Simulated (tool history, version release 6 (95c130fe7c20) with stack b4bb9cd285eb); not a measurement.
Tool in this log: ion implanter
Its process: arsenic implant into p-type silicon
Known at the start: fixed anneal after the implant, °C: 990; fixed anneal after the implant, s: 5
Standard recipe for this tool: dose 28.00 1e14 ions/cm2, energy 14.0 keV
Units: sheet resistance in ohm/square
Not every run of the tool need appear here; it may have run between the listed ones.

run    hour   dose  energy  wafers since the last listed run  hours since the last dose calibration  hours since the extraction supply was calibrated  hours since the gauge calibration  read-back reference wafer on the same gauge, sheet resistance  sheet resistance
  1     0.0  28.00    14.0                                 0                                  147.1                                            1553.7                               13.0                                                         138.04            143.41
  2   107.6  28.00    14.0                              1076                                  254.7                                            1661.3                              120.6                                                         137.96            143.65
  3   205.5  28.00    14.0                               979                                  352.6                                            1759.2                              218.5                                                         138.04            144.07
  4   277.1  32.94    14.0                               716                                  424.2                                            1830.8                              290.1                                                         138.01            140.77
  5   377.0  32.94    14.0                               999                                  524.1                                            1930.7                              390.0                                                         137.95            141.09
  6   480.2  32.94    14.0                              1032                                  627.3                                            2033.9                              493.2                                                         138.01            140.78
  7   524.1  28.00    14.0                               439                                  671.2                                            2077.8                              537.1                                                         137.92            143.66
  8   628.2  28.00    14.0                              1041                                  775.3                                            2181.9                              641.2                                                         137.99            143.22
      639.4  -- extraction supply calibrated
  9   683.6  28.00    14.0                               474                                  830.7                                              44.2                              696.6                                                         138.20            145.21
 10   771.8  28.00    14.0                               882                                  918.9                                             132.4                              784.8                                                         138.09            144.68
      809.9  -- Faraday cup replaced and dose calibrated
 11   977.9  28.00    14.0                              1982                                  168.0                                             338.5                              990.9                                                         137.95            144.73
 12  1028.6  25.05    12.0                               507                                  218.7                                             389.2                             1041.6                                                         138.03            155.16
 13  1066.7  28.00    14.0                               381                                  256.8                                             427.3                             1079.7                                                         138.08            144.26
 14  1110.2  30.34    11.0                               435                                  300.3                                             470.8                             1123.2                                                         137.98            156.73
 15  1170.3  21.76    12.0                               601                                  360.4                                             530.9                             1183.3                                                         137.97            156.90
 16  1207.7  21.82    14.0                               374                                  397.8                                             568.3                             1220.7                                                         138.03            147.68
 17  1247.7  28.00    11.0                               400                                  437.8                                             608.3                             1260.7                                                         138.10            158.01
 18  1319.9  30.67     9.5                               722                                  510.0                                             680.5                             1332.9                                                         138.06            163.46
     1327.4  -- gauge calibrated
 19  1382.2  31.42    17.0                               623                                  572.3                                             742.8                               54.8                                                         137.92            130.16
 20  1428.8  24.83    11.0                               466                                  618.9                                             789.4                              101.4                                                         138.07            159.57
 21  1504.4  35.47    14.0                               756                                  694.5                                             865.0                              177.0                                                         138.05            139.54
 22  1609.3  32.94    14.0                              1049                                  799.4                                             969.9                              281.9                                                         137.87            140.88
 23  1670.7  28.00    17.5                               614                                  860.8                                            1031.3                              343.3                                                         138.00            130.34

Each row is a separate what-if for the run after 23, all from the same tool condition, not one after another. Results?
  A  1671.1  20.92    14.0                                 4                                  861.2                                            1031.7                              343.7                                                              ?                 ?
  B  1671.1  19.62    18.5                                 4                                  861.2                                            1031.7                              343.7                                                              ?                 ?
  C  1671.1  34.38    10.5                                 4                                  861.2                                            1031.7                              343.7                                                              ?                 ?
  D  1671.1  22.44    18.0                                 4                                  861.2                                            1031.7                              343.7                                                              ?                 ?

run  read-back reference wafer on the same gauge, sheet resistance  sheet resistance
  A                                                         138.04            147.96
  B                                                         138.04            131.30
  C                                                         138.04            156.06
  D                                                         138.04            130.99
What these runs would have given with no unlogged condition in the tool:
run  sheet resistance
  A            149.81
  B            133.24
  C            157.60
  D            132.93
